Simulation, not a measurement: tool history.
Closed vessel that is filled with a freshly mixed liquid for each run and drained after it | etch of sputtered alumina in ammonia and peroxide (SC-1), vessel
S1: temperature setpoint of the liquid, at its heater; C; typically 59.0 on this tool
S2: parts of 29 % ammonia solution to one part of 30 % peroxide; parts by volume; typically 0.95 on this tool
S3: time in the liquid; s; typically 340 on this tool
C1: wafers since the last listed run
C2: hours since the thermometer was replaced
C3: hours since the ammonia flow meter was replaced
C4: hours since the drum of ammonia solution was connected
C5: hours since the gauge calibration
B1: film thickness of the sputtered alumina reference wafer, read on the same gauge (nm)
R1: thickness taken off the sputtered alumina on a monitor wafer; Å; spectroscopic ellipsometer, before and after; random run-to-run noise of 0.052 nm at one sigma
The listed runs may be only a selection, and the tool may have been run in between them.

Run 1, day 0.000: usual settings but S1 56.5 C, S3 500 s; C1 0; C2 1160.5; C3 953.7; C4 457.4; C5 1945.8; B1 70.00. Result: R1 278.4 Å.
Run 2, day 3.308: usual settings but S1 63.5 C, S3 385 s; C1 5192; C2 1239.9; C3 1033.1; C4 536.8; C5 2025.2; B1 70.00. Result: R1 307.5 Å.
Run 3, day 4.967: usual settings; C1 2602; C2 1279.7; C3 1072.9; C4 576.6; C5 2065.0; B1 70.01. Result: R1 215.5 Å.
Run 4, day 7.733: usual settings; C1 4342; C2 1346.1; C3 1139.3; C4 643.0; C5 2131.4; B1 69.98. Result: R1 216.2 Å.
Run 5, day 10.904: usual settings; C1 4976; C2 1422.2; C3 1215.4; C4 719.1; C5 2207.5; B1 70.01. Result: R1 216.5 Å.
At day 11.058: new drum of ammonia solution connected.
At day 18.262: ammonia flow meter replaced.
At day 18.683: thermometer replaced.
Run 6, day 20.246: usual settings but S2 1.05 parts by volume; C1 14465; C2 37.5; C3 47.6; C4 220.5; C5 2431.7; B1 70.03. Result: R1 216.5 Å.
Run 7, day 23.058: usual settings; C1 4414; C2 105.0; C3 115.1; C4 288.0; C5 2499.2; B1 70.00. Result: R1 214.3 Å.
At day 24.704: gauge calibrated.
Run 8, day 25.633: usual settings; C1 4041; C2 166.8; C3 176.9; C4 349.8; C5 22.3; B1 69.97. Result: R1 215.5 Å.
Run 9, day 27.900: usual settings; C1 3557; C2 221.2; C3 231.3; C4 404.2; C5 76.7; B1 70.00. Result: R1 214.3 Å.
Run 10, day 32.021: usual settings but S3 405 s; C1 6467; C2 320.1; C3 330.2; C4 503.1; C5 175.6; B1 69.99. Result: R1 256.7 Å.
Run 11, day 36.008: usual settings but S3 225 s; C1 6258; C2 415.8; C3 425.9; C4 598.8; C5 271.3; B1 70.01. Result: R1 142.9 Å.
Run 12, day 37.854: usual settings but S1 54.0 C; C1 2897; C2 460.1; C3 470.2; C4 643.1; C5 315.6; B1 70.03. Result: R1 164.9 Å.
Run 13, day 39.467: usual settings but S1 62.5 C, S2 1.20 parts by volume, S3 445 s; C1 2530; C2 498.8; C3 508.9; C4 681.8; C5 354.3; B1 69.99. Result: R1 342.6 Å.
At day 40.146: new drum of ammonia solution connected.
Run 14, day 42.917: usual settings; C1 5349; C2 581.6; C3 591.7; C4 66.5; C5 437.1; B1 69.98. Result: R1 215.4 Å.
Run 15, day 46.271: usual settings but S3 260 s; C1 5264; C2 662.1; C3 672.2; C4 147.0; C5 517.6; B1 69.99. Result: R1 165.2 Å.
Run 16, day 48.296: usual settings; C1 3178; C2 710.7; C3 720.8; C4 195.6; C5 566.2; B1 69.99. Result: R1 215.1 Å.
Run 17, day 50.500: usual settings but S1 69.0 C, S3 245 s; C1 3459; C2 763.6; C3 773.7; C4 248.5; C5 619.1; B1 70.00. Result: R1 255.8 Å.
Run 18, day 54.242: usual settings but S1 68.5 C; C1 5872; C2 853.4; C3 863.5; C4 338.3; C5 708.9; B1 70.01. Result: R1 345.7 Å.
Run 19, day 57.925: usual settings but S1 51.5 C; C1 5781; C2 941.8; C3 951.9; C4 426.7; C5 797.3; B1 69.97. Result: R1 144.6 Å.
Run 20, day 62.279: usual settings but S1 66.0 C, S3 180 s; C1 6833; C2 1046.3; C3 1056.4; C4 531.2; C5 901.8; B1 69.99. Result: R1 162.0 Å.
At day 62.883: ammonia flow meter replaced.
Run 21, day 66.192: usual settings but S1 54.0 C, S3 415 s; C1 6075; C2 1140.2; C3 79.4; C4 625.1; C5 995.7; B1 70.02. Result: R1 205.0 Å.
Run 22, day 67.700: usual settings but S1 51.0 C, S3 220 s; C1 2367; C2 1176.4; C3 115.6; C4 661.3; C5 1031.9; B1 69.99. Result: R1 92.7 Å.
Run 23, day 69.696: usual settings but S1 68.5 C, S2 0.60 parts by volume, S3 155 s; C1 3132; C2 1224.3; C3 163.5; C4 709.2; C5 1079.8; B1 70.01. Result: R1 153.4 Å.
At day 71.208: new drum of ammonia solution connected.
Run 24, day 73.229: usual settings but S1 53.0 C, S2 0.80 parts by volume, S3 530 s; C1 5480; C2 1309.1; C3 248.3; C4 48.5; C5 1164.6; B1 69.99. Result: R1 242.5 Å.
Run 25, day 76.308: usual settings; C1 4832; C2 1383.0; C3 322.2; C4 122.4; C5 1238.5; B1 70.02. Result: R1 217.2 Å.
Run 26, day 80.362: usual settings but S3 260 s; C1 6363; C2 1480.3; C3 419.5; C4 219.7; C5 1335.8; B1 70.01. Result: R1 166.9 Å.
At day 80.429: thermometer replaced.
Run 27, day 84.592: usual settings; C1 6572; C2 99.9; C3 521.0; C4 321.2; C5 1437.3; B1 70.01. Result: R1 213.7 Å.
Run 28, day 87.212: usual settings but S1 50.0 C, S2 0.60 parts by volume, S3 260 s; C1 4113; C2 162.8; C3 583.9; C4 384.1; C5 1500.2; B1 69.98. Result: R1 97.4 Å.

Describe how what the log doesn't record of the tool's condition differs between the last listed run preceding each entry between runs and the first listed run following it.
Logged between run 5 and run 6: new drum of ammonia solution connected (day 11.058); ammonia flow meter replaced (day 18.262); thermometer replaced (day 18.683)
  liquid hotter than its thermometer reads (K): 0.358 -> 0.00863; ammonia flow below the setpoint (%): 13.2 -> 2.52
  the result without the hidden state subtracted from the measured one, R1: +1.1 -> -0.4 Å
Logged between run 7 and run 8: gauge calibrated (day 24.704)
  liquid hotter than its thermometer reads (K): 0.0235 -> 0.0371; ammonia flow below the setpoint (%): 3.18 -> 3.78
  the result without the hidden state subtracted from the measured one, R1: -0.4 -> -0.3 Å
Logged between run 13 and run 14: new drum of ammonia solution connected (day 40.146)
  liquid hotter than its thermometer reads (K): 0.11 -> 0.129; ammonia flow below the setpoint (%): 7.03 -> 7.84
  the result without the hidden state subtracted from the measured one, R1: -0.5 -> -0.2 Å
Logged between run 20 and run 21: ammonia flow meter replaced (day 62.883)
  liquid hotter than its thermometer reads (K): 0.231 -> 0.252; ammonia flow below the setpoint (%): 12.4 -> 0.975
  the result without the hidden state subtracted from the measured one, R1: -0.2 -> +2.5 Å
Logged between run 23 and run 24: new drum of ammonia solution connected (day 71.208)
  liquid hotter than its thermometer reads (K): 0.27 -> 0.289; ammonia flow below the setpoint (%): 1.8 -> 2.63
  the result without the hidden state subtracted from the measured one, R1: +1.7 -> +3.2 Å
Logged between run 26 and run 27: thermometer replaced (day 80.429)
  liquid hotter than its thermometer reads (K): 0.327 -> 0.0306; ammonia flow below the setpoint (%): 4.3 -> 5.29
  the result without the hidden state subtracted from the measured one, R1: +2.1 -> -0.8 Å
